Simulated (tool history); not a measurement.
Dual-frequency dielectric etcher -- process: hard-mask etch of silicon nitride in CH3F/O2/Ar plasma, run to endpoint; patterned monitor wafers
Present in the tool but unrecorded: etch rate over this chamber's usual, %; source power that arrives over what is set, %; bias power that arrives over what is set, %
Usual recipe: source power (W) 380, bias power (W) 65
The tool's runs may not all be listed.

run	hour	source power (W)	bias power (W)	wafers since the last listed run	hours since the last wet clean	hours since the last source power generator calibration	hours since the last bias power generator calibration	hours since the last upper electrode change	incoming incoming film thickness, nm	endpoint time (s)
1	0.0	380	56	0	561.8	3054.9	3208.5	1415.9	54.4	94.3
2	29.0	380	56	412	590.8	3083.9	3237.5	1444.9	54.1	93.4
# hour 62.0: wet clean of the chamber
3	95.9	380	75	610	33.9	3150.8	3304.4	1511.8	54.2	79.1
4	164.9	380	75	981	102.9	3219.8	3373.4	1580.8	53.7	77.3
5	202.8	380	75	539	140.8	3257.7	3411.3	1618.7	54.0	81.0
6	370.3	380	65	2382	308.3	3425.2	3578.8	1786.2	54.0	85.8
7	423.1	380	65	751	361.1	3478.0	3631.6	1839.0	53.7	85.3
8	475.6	380	60	746	413.6	3530.5	3684.1	1891.5	54.1	89.3
9	516.1	380	60	576	454.1	3571.0	3724.6	1932.0	53.7	87.9
# hour 525.8: bias power generator calibrated
# hour 566.0: source power generator calibrated
10	576.9	380	69	751	514.9	10.9	51.1	1992.8	54.0	82.4
11	640.6	380	69	906	578.6	74.6	114.8	2056.5	54.0	81.7
12	694.4	400	65	765	632.4	128.4	168.6	2110.3	54.1	84.5
# hour 732.5: wet clean of the chamber
13	761.8	450	80	617	29.3	195.8	236.0	2177.7	54.2	72.7
# hour 828.8: upper electrode replaced
14	831.9	380	65	655	99.4	265.9	306.1	3.1	53.9	84.6
15	885.6	380	65	763	153.1	319.6	359.8	56.8	54.6	88.3
16	951.5	420	77	937	219.0	385.5	425.7	122.7	54.7	76.1
17	992.3	340	60	580	259.8	426.3	466.5	163.5	54.1	92.6
18	1059.2	320	75	951	326.7	493.2	533.4	230.4	54.6	85.3
19	1091.9	450	65	465	359.4	525.9	566.1	263.1	54.2	81.1

Estimate the outcome of run 20 from the log above:
20	1133.6	410	65	593	401.1	567.6	607.8	304.8	54.4	?

{"run 20": {"endpoint time (s)": 84.6}}
Without the tool's hidden state the same run would have given endpoint time (s) 84.6.
